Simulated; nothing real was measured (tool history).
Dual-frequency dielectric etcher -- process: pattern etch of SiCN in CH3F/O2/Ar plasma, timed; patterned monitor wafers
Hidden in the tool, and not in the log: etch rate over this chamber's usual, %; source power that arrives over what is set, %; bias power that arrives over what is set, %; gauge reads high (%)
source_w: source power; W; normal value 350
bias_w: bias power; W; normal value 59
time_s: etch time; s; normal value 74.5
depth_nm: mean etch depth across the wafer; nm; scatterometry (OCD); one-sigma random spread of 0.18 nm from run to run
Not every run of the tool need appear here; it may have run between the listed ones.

run,hour,source_w,bias_w,time_s,wafers since the last listed run,hours since the last wet clean,hours since the last source power generator calibration,hours since the last bias power generator calibration,hours since the last upper electrode change,hours since the gauge calibration,"read-back reference wafer on the same gauge, depth_nm",depth_nm
1,0.0,390,59,67.5,0,202.0,1650.6,3356.6,2247.2,1817.2,25.12,24.64
2,97.7,280,59,57.5,1547,299.7,1748.3,3454.3,2344.9,1914.9,25.05,19.39
3,184.3,280,59,57.5,1371,386.3,1834.9,3540.9,2431.5,2001.5,25.08,19.35
4,262.7,280,59,57.5,1242,464.7,1913.3,3619.3,2509.9,2079.9,25.19,19.46
# hour 334.7: wet clean of the chamber
5,478.0,350,47,74.5,3030,143.3,2128.6,3834.6,2725.2,2295.2,25.14,24.59
6,548.1,350,59,74.5,1110,213.4,2198.7,3904.7,2795.3,2365.3,25.12,25.90
7,637.1,350,59,74.5,1409,302.4,2287.7,3993.7,2884.3,2454.3,25.11,26.16
8,715.3,350,59,74.5,1238,380.6,2365.9,4071.9,2962.5,2532.5,25.11,26.42
9,786.8,330,59,74.5,1132,452.1,2437.4,4143.4,3034.0,2604.0,25.15,26.07
# hour 825.5: bias power generator calibrated
# hour 876.1: wet clean of the chamber
10,876.6,330,59,74.5,979,0.5,2527.2,51.1,3123.8,2693.8,25.09,24.67
# hour 924.5: gauge calibrated
# hour 925.7: upper electrode replaced, of another model than before
11,940.1,330,59,74.5,625,64.0,2590.7,114.6,14.4,15.6,25.10,25.07
# hour 982.2: source power generator calibrated
12,1039.7,350,59,74.5,1514,163.6,57.5,214.2,114.0,115.2,25.02,25.66
13,1077.1,350,59,74.5,592,201.0,94.9,251.6,151.4,152.6,25.08,25.84
14,1123.3,350,59,67.0,731,247.2,141.1,297.8,197.6,198.8,25.18,23.38
15,1219.8,350,71,62.5,1528,343.7,237.6,394.3,294.1,295.3,25.12,22.99
16,1324.3,350,59,74.5,1655,448.2,342.1,498.8,398.6,399.8,25.02,26.56
17,1400.9,300,59,74.5,1213,524.8,418.7,575.4,475.2,476.4,25.11,25.76
# hour 1457.2: wet clean of the chamber
18,1457.7,310,59,74.5,519,0.5,475.5,632.2,532.0,533.2,25.19,24.88
19,1522.9,350,59,74.5,1032,65.7,540.7,697.4,597.2,598.4,25.15,25.99
20,1612.1,350,59,81.5,1413,154.9,629.9,786.6,686.4,687.6,25.06,28.68
21,1662.1,350,59,88.0,792,204.9,679.9,836.6,736.4,737.6,25.08,31.07
22,1768.8,350,48,57.5,1690,311.6,786.6,943.3,843.1,844.3,25.09,19.65
23,1869.2,380,59,74.5,1590,412.0,887.0,1043.7,943.5,944.7,25.04,27.38
# hour 1933.7: wet clean of the chamber
24,1934.3,440,69,62.0,651,0.6,952.1,1108.8,1008.6,1009.8,25.05,23.57
25,2045.8,270,59,74.5,1766,112.1,1063.6,1220.3,1120.1,1121.3,25.12,24.35
26,2090.6,350,59,74.5,709,156.9,1108.4,1265.1,1164.9,1166.1,25.10,26.02
27,2151.0,350,59,74.5,956,217.3,1168.8,1325.5,1225.3,1226.5,25.10,26.21
28,2251.8,350,55,74.5,1596,318.1,1269.6,1426.3,1326.1,1327.3,25.14,25.98
29,2341.6,430,59,74.5,1422,407.9,1359.4,1516.1,1415.9,1417.1,25.12,27.67

Alternative continuations, all from the tool just after run 29; predict every row:
A,2342.0,350,59,74.5,6,408.3,1359.8,1516.5,1416.3,1417.5,?,?
B,2342.0,350,59,94.0,6,408.3,1359.8,1516.5,1416.3,1417.5,?,?
C,2342.0,350,73,55.5,6,408.3,1359.8,1516.5,1416.3,1417.5,?,?
D,2342.0,350,45,74.5,6,408.3,1359.8,1516.5,1416.3,1417.5,?,?
E,2342.0,420,59,74.5,6,408.3,1359.8,1516.5,1416.3,1417.5,?,?

run,"read-back reference wafer on the same gauge, depth_nm",depth_nm
A,25.08,26.43
B,25.08,33.35
C,25.08,20.92
D,25.08,24.64
E,25.08,27.59
Without the tool's unlogged condition, the same runs would have read:
run,depth_nm
A,25.31
B,31.93
C,20.03
D,23.60
E,26.41

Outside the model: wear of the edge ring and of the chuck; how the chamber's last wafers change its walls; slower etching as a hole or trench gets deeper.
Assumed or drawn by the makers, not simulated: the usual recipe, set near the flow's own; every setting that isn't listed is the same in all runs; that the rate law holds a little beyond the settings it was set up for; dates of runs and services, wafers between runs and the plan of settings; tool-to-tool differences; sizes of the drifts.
